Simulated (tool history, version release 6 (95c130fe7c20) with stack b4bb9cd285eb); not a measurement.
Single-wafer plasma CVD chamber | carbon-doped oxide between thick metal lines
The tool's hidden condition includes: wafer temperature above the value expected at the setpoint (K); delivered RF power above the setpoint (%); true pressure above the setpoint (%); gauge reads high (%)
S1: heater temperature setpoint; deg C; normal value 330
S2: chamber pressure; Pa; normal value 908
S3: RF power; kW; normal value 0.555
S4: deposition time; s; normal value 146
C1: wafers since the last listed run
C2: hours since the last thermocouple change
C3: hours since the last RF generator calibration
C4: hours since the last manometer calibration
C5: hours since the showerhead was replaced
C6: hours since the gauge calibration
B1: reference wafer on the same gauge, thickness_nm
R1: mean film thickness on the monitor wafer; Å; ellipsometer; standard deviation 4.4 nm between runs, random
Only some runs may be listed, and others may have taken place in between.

run,hour,S1,S2,S3,S4,C1,C2,C3,C4,C5,C6,B1,R1
1,0,330,908,0.555,146,0,840.1,876.7,663.5,5096.8,142.8,1042.811,8709.45
2,101,330,908,0.555,146,938,941.1,977.7,764.5,5197.8,243.8,1044.415,8767.42
3,146.1,330,908,0.555,146,419,986.2,1022.8,809.6,5242.9,288.9,1045.765,8821.58
4,226.7,330,908,0.555,131,749,1066.8,1103.4,890.2,5323.5,369.5,1047.563,7905.78
5,305.3,330,908,0.555,131,730,1145.4,1182,968.8,5402.1,448.1,1050.524,7916.67
6,348.7,330,908,0.555,131,403,1188.8,1225.4,1012.2,5445.5,491.5,1053.269,7919.46
7,579.4,330,1035,0.555,146,2144,1419.5,1456.1,1242.9,5676.2,722.2,1066.182,8943.28
# hour 607.9: RF generator calibrated
8,640.2,330,1035,0.555,146,490,1480.3,32.3,1303.7,5737,783,1071.131,9161.86
# hour 658: thermocouple changed; heater temperature recalibrated
9,729.9,330,908,0.555,146,759,71.9,122,1393.4,5826.7,872.7,1077.516,9111.71
10,800.7,330,908,0.555,146,658,142.7,192.8,1464.2,5897.5,943.5,1084.588,9082.27
# hour 836.4: gauge calibrated
# hour 912.9: showerhead replaced
11,1042.9,330,908,0.555,146,2177,384.9,435,1706.4,130,206.5,1049.383,8784.08
# hour 1116.4: capacitance manometer re-zeroed and calibrated
12,1116.9,330,908,0.555,156,613,458.9,509,0.5,204,280.5,1051.589,9471.72
13,1167.6,330,833,0.515,146,471,509.6,559.7,51.2,254.7,331.2,1053.009,8331.34
14,1223.9,330,908,0.66,146,523,565.9,616,107.5,311,387.5,1054.503,10261.19
15,1317.5,335,1048,0.555,134,870,659.5,709.6,201.1,404.6,481.1,1058.464,8075.31
16,1363.4,330,908,0.555,146,426,705.4,755.5,247,450.5,527,1060.118,8929.52
17,1447.3,330,749,0.555,146,779,789.3,839.4,330.9,534.4,610.9,1066.217,8848.43
18,1531.7,330,908,0.555,137,784,873.7,923.8,415.3,618.8,695.3,1071.129,8458.88
19,1610.8,345,908,0.65,146,735,952.8,1002.9,494.4,697.9,774.4,1076.016,9912.62

Hidden state, per run?
wafer temperature above the value expected at the setpoint (K): 0 at every run
delivered RF power above the setpoint (%): 0 at every run
true pressure above the setpoint (%): 0 at every run
H1: gauge reads high (%)
run,H1
1,0.123
2,0.302
3,0.412
4,0.655
5,0.95
6,1.14
7,2.42
8,2.84
9,3.52
10,4.11
11,0.814
12,0.979
13,1.12
14,1.31
15,1.68
16,1.89
17,2.33
18,2.83
19,3.37
